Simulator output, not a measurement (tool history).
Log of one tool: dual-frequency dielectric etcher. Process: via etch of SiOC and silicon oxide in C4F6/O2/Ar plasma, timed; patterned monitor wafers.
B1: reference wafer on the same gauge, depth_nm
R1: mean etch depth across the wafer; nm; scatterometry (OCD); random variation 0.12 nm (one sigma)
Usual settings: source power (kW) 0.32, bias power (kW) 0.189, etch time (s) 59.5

Run 1, hour 0: usual settings; B1 68.6. Result: R1 59.8 nm.
Run 2, hour 102.8: usual settings; B1 68.6. Result: R1 59.8 nm.
Run 3, hour 166.9: usual settings; B1 68.6. Result: R1 60 nm.
Run 4, hour 217.1: usual settings; B1 68.6. Result: R1 59.8 nm.
Run 5, hour 277.6: usual settings; B1 68.6. Result: R1 59.8 nm.
Run 6, hour 327.7: usual settings but bias power (kW) 0.222; B1 68.6. Result: R1 64 nm.
At hour 394.1: wet clean of the chamber.
Run 7, hour 431.5: usual settings but bias power (kW) 0.222; B1 68.6. Result: R1 64.1 nm.
Run 8, hour 487.1: usual settings; B1 68.6. Result: R1 59.8 nm.
Run 9, hour 554.8: usual settings; B1 68.6. Result: R1 60.2 nm.
Run 10, hour 629.4: usual settings; B1 68.6. Result: R1 60.2 nm.
Run 11, hour 681: usual settings but bias power (kW) 0.205; B1 68.6. Result: R1 61.9 nm.
Run 12, hour 767.2: usual settings; B1 68.6. Result: R1 60 nm.
At hour 800.2: bias power generator calibrated.
Run 13, hour 839.2: usual settings; B1 68.6. Result: R1 58.9 nm.
Run 14, hour 986.8: usual settings but source power (kW) 0.38, bias power (kW) 0.216, etch time (s) 53.5; B1 68.6. Result: R1 60.5 nm.
At hour 1016.9: wet clean of the chamber.
Run 15, hour 1047: usual settings; B1 68.6. Result: R1 59.2 nm.
At hour 1084.9: upper electrode replaced.
At hour 1124.5: source power generator calibrated.
Run 16, hour 1139.5: usual settings but source power (kW) 0.27, bias power (kW) 0.223, etch time (s) 68; B1 68.6. Result: R1 66.1 nm.
Run 17, hour 1179.8: usual settings but source power (kW) 0.25, bias power (kW) 0.214; B1 68.6. Result: R1 55.1 nm.
Run 18, hour 1219.9: usual settings but source power (kW) 0.38, bias power (kW) 0.216, etch time (s) 53.5; B1 68.6. Result: R1 59.6 nm.
Run 19, hour 1296.1: usual settings but etch time (s) 77.5; B1 68.6. Result: R1 76.1 nm.

Run 20 comes next. What will it give?
At hour 1315.2: gauge calibrated.
Run 20, hour 1389.3: usual settings; B1 ?. Result: R1 ?.

{"run 20": {"B1": 68.6, "R1": 58.4}}
Without the tool's hidden state the same run would have given R1 57.9 nm.
